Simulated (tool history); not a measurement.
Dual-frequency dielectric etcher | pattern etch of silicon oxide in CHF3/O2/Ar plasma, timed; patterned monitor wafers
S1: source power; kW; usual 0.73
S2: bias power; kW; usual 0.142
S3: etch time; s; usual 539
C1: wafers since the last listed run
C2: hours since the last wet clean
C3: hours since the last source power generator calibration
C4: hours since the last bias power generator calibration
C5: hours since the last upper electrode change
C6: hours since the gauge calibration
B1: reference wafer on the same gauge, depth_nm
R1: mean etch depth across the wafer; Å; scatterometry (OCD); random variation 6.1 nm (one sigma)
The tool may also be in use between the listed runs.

run 1 hour=0 | S1=0.73 S2=0.142 S3=539 | C1=0 C2=441.3 C3=3621.1 C4=3803.3 C5=4409.7 C6=124.6 | B1=1320 | R1=12461
run 2 hour=32.5 | S1=0.73 S2=0.142 S3=539 | C1=97 C2=473.8 C3=3653.6 C4=3835.8 C5=4442.2 C6=157.1 | B1=1323.8 | R1=12408
run 3 hour=58.3 | S1=0.73 S2=0.142 S3=539 | C1=77 C2=499.6 C3=3679.4 C4=3861.6 C5=4468 C6=182.9 | B1=1322.1 | R1=12510
-- hour=96.2 wet clean of the chamber
run 4 hour=96.7 | S1=0.73 S2=0.142 S3=539 | C1=43 C2=0.5 C3=3717.8 C4=3900 C5=4506.4 C6=221.3 | B1=1317.1 | R1=12041
run 5 hour=112.3 | S1=0.73 S2=0.125 S3=635 | C1=46 C2=16.1 C3=3733.4 C4=3915.6 C5=4522 C6=236.9 | B1=1322.9 | R1=13341
-- hour=135 source power generator calibrated
run 6 hour=137.4 | S1=0.73 S2=0.142 S3=626.5 | C1=63 C2=41.2 C3=2.4 C4=3940.7 C5=4547.1 C6=262 | B1=1319.1 | R1=14001
-- hour=137.9 gauge calibrated
-- hour=163.9 upper electrode replaced
run 7 hour=164.4 | S1=0.73 S2=0.142 S3=626.5 | C1=9 C2=68.2 C3=29.4 C4=3967.7 C5=0.5 C6=26.5 | B1=1322.5 | R1=14124
run 8 hour=178.5 | S1=0.73 S2=0.142 S3=539 | C1=42 C2=82.3 C3=43.5 C4=3981.8 C5=14.6 C6=40.6 | B1=1319.7 | R1=12007
-- hour=186 bias power generator calibrated
run 9 hour=199.3 | S1=0.64 S2=0.119 S3=539 | C1=50 C2=103.1 C3=64.3 C4=13.3 C5=35.4 C6=61.4 | B1=1319 | R1=10908

Forecast run 10:
run 10 hour=216.9 | S1=0.79 S2=0.108 S3=408 | C1=52 C2=120.7 C3=81.9 C4=30.9 C5=53 C6=79 | B1=? | R1=?

B1: 1318
R1: 8594 Å
Without the tool's hidden state the same run would have given R1 8526 Å.
